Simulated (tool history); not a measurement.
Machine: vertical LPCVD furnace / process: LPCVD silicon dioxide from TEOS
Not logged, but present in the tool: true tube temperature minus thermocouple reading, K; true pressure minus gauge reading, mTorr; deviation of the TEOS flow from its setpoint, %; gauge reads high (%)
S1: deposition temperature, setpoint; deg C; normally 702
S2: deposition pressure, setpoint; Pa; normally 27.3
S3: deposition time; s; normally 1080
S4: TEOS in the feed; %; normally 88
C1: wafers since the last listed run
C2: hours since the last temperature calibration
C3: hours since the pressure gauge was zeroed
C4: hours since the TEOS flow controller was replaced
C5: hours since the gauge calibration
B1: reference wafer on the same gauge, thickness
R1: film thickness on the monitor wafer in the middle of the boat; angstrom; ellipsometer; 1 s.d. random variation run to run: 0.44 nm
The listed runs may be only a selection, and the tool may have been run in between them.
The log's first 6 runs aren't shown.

Run 7, day 5.500: usual settings but S2 31.3 Pa; C1 377; C2 4659.1; C3 3141.5; C4 35.1; C5 750.2; B1 120.10. Result: R1 1428.4 angstrom.
Run 8, day 6.654: usual settings but S3 840 s, S4 97 %; C1 354; C2 4686.8; C3 3169.2; C4 62.8; C5 777.9; B1 119.97. Result: R1 1091.3 angstrom.
Run 9, day 7.354: usual settings but S1 693 deg C, S4 97 %; C1 214; C2 4703.6; C3 3186.0; C4 79.6; C5 794.7; B1 119.95. Result: R1 1133.7 angstrom.
At day 8.917: gauge calibrated.
At day 10.988: thermocouples replaced and temperature profile calibrated.
Run 10, day 11.725: usual settings but S2 22.7 Pa, S3 1200 s; C1 1034; C2 17.7; C3 3290.9; C4 184.5; C5 67.4; B1 120.02. Result: R1 1349.6 angstrom.
Run 11, day 12.838: usual settings but S1 706 deg C, S4 96 %; C1 341; C2 44.4; C3 3317.6; C4 211.2; C5 94.1; B1 120.08. Result: R1 1518.6 angstrom.
Run 12, day 14.308: usual settings; C1 451; C2 79.7; C3 3352.9; C4 246.5; C5 129.4; B1 120.00. Result: R1 1336.0 angstrom.
Run 13, day 15.704: usual settings but S1 694 deg C, S2 23.3 Pa, S3 1380 s, S4 97 %; C1 428; C2 113.2; C3 3386.4; C4 280.0; C5 162.9; B1 120.02. Result: R1 1372.3 angstrom.
Run 14, day 17.192: usual settings but S3 1320 s; C1 456; C2 148.9; C3 3422.1; C4 315.7; C5 198.6; B1 120.01. Result: R1 1624.7 angstrom.
Run 15, day 17.896: usual settings but S1 699 deg C, S4 81 %; C1 216; C2 165.8; C3 3439.0; C4 332.6; C5 215.5; B1 120.00. Result: R1 1187.2 angstrom.
Run 16, day 18.983: usual settings but S4 97 %; C1 333; C2 191.9; C3 3465.1; C4 358.7; C5 241.6; B1 119.98. Result: R1 1390.7 angstrom.
Run 17, day 19.558: usual settings but S3 930 s, S4 77 %; C1 176; C2 205.7; C3 3478.9; C4 372.5; C5 255.4; B1 120.04. Result: R1 1077.4 angstrom.
Run 18, day 20.467: usual settings but S3 1440 s; C1 278; C2 227.5; C3 3500.7; C4 394.3; C5 277.2; B1 119.94. Result: R1 1763.7 angstrom.
Run 19, day 21.492: usual settings but S2 31.3 Pa, S3 1440 s, S4 75 %; C1 314; C2 252.1; C3 3525.3; C4 418.9; C5 301.8; B1 119.98. Result: R1 1764.2 angstrom.
Run 20, day 22.125: usual settings but S1 705 deg C, S4 81 %; C1 194; C2 267.3; C3 3540.5; C4 434.1; C5 317.0; B1 119.99. Result: R1 1371.8 angstrom.

Run 21, settings as shown, results not yet in. Your forecast:
Run 21, day 23.067: usual settings but S2 29.3 Pa, S4 94 %; C1 288; C2 289.9; C3 3563.1; C4 456.7; C5 339.6; B1 ?. Result: R1 ?.

{"run 21": {"B1": 120.02, "R1": 1435.5}}
If the tool had no hidden condition, the same run with the same run-to-run variation would have returned R1 1435.5 angstrom.

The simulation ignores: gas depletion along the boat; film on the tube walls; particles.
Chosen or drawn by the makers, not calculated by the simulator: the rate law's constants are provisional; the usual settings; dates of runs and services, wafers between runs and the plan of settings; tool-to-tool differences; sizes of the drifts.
